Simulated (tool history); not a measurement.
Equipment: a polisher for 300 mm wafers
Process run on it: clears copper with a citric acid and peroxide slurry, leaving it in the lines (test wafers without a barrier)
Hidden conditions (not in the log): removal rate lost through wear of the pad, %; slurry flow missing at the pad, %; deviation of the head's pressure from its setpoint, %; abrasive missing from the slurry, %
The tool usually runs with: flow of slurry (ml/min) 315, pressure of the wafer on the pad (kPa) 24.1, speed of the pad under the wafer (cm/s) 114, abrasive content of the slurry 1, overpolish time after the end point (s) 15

run   hour  flow of slurry (ml/min)  pressure of the wafer on the pad (kPa)  speed of the pad under the wafer (cm/s)  abrasive content of the slurry  overpolish time after the end point (s)  wafers since the last listed run  wafers polished on this pad  hours since the slurry nozzle was cleaned  hours since the head pressure was calibrated  hours since the slurry blender was calibrated  incoming thickness of the incoming film, nm  time until the end point was called (s)  dishing of a wide line in a test structure (Å)
  1      0                      315                                    24.1                                      114                               1                                       15                                 0                          593                                      100.9                                         557.1                                           71.8                                        404.4                                    156.7                                             250
  2   28.7                      315                                    24.1                                      114                               1                                       15                               200                          793                                      129.6                                         585.8                                          100.5                                        415.2                                    162.2                                             249
  3  100.6                      315                                    24.1                                      114                               1                                        9                               501                         1294                                      201.5                                         657.7                                          172.4                                        411.8                                    160.7                                             159
  4  127.5                      315                                    24.1                                      114                               1                                        9                               187                         1482                                      228.4                                         684.6                                          199.3                                        410.8                                    163.5                                             151
  5    170                      315                                    24.1                                      114                               1                                        9                               296                         1778                                      270.9                                         727.1                                          241.8                                          409                                    159.3                                             148
  6  227.3                      315                                    24.1                                      100                               1                                       15                               399                         2178                                      328.2                                         784.4                                          299.1                                        414.2                                    185.7                                             217
  7  279.4                      315                                    24.1                                      114                               1                                       15                               363                         2542                                      380.3                                         836.5                                          351.2                                        404.6                                    165.9                                             249
  8  312.3                      315                                    24.1                                      114                               1                                       15                               229                         2771                                      413.2                                         869.4                                          384.1                                        409.3                                    162.2                                             245
     336.3  -- worn pad replaced by a new one
  9  340.4                      400                                    30.3                                      114                               1                                       15                               168                           28                                      441.3                                         897.5                                          412.2                                        403.9                                    125.1                                             303
 10  367.1                      390                                    17.9                                       98                            0.85                                       15                               186                          214                                        468                                         924.2                                          438.9                                        412.9                                    260.1                                             156
       400  -- slurry blender recalibrated
 11  410.2                      315                                    24.1                                       96                               1                                       15                               286                          501                                      511.1                                         967.3                                           10.2                                        411.5                                      188                                             214
 12  451.7                      315                                    24.1                                      114                               1                                       15                               289                          790                                      552.6                                        1008.8                                           51.7                                        418.2                                    160.3                                             249
 13  508.2                      315                                      20                                      114                               1                                       15                               394                         1184                                      609.1                                        1065.3                                          108.2                                        408.7                                    190.7                                             216
 14  564.9                      315                                    24.1                                      114                               1                                       15                               395                         1580                                      665.8                                          1122                                          164.9                                        413.1                                      162                                             253
 15  620.3                      250                                    30.3                                      114                             1.3                                       15                               386                         1966                                      721.2                                        1177.4                                          220.3                                        412.1                                    125.7                                             303
 16  673.2                      315                                    26.2                                      114                               1                                       18                               368                         2335                                      774.1                                        1230.3                                          273.2                                        415.1                                    150.4                                             316
     689.6  -- head pressure recalibrated
     735.5  -- worn pad replaced by a new one
 17  736.3                      315                                    24.1                                      114                            0.75                                       15                               398                            5                                      837.2                                          46.7                                          336.3                                        407.5                                    166.8                                             240

Run 18 is up next; what results do you expect?
       740  -- slurry nozzle cleaned
 18  770.7                      275                                    24.1                                      114                               1                                       20                               232                          238                                       30.7                                          81.1                                          370.7                                        405.5                                        ?                                               ?

time until the end point was called (s): 161.4
dishing of a wide line in a test structure (Å): 297
Take away the tool's hidden state, keep the run-to-run variation as it was, and the same run would have given time until the end point was called (s) 156.3, dishing of a wide line in a test structure (Å) 306.
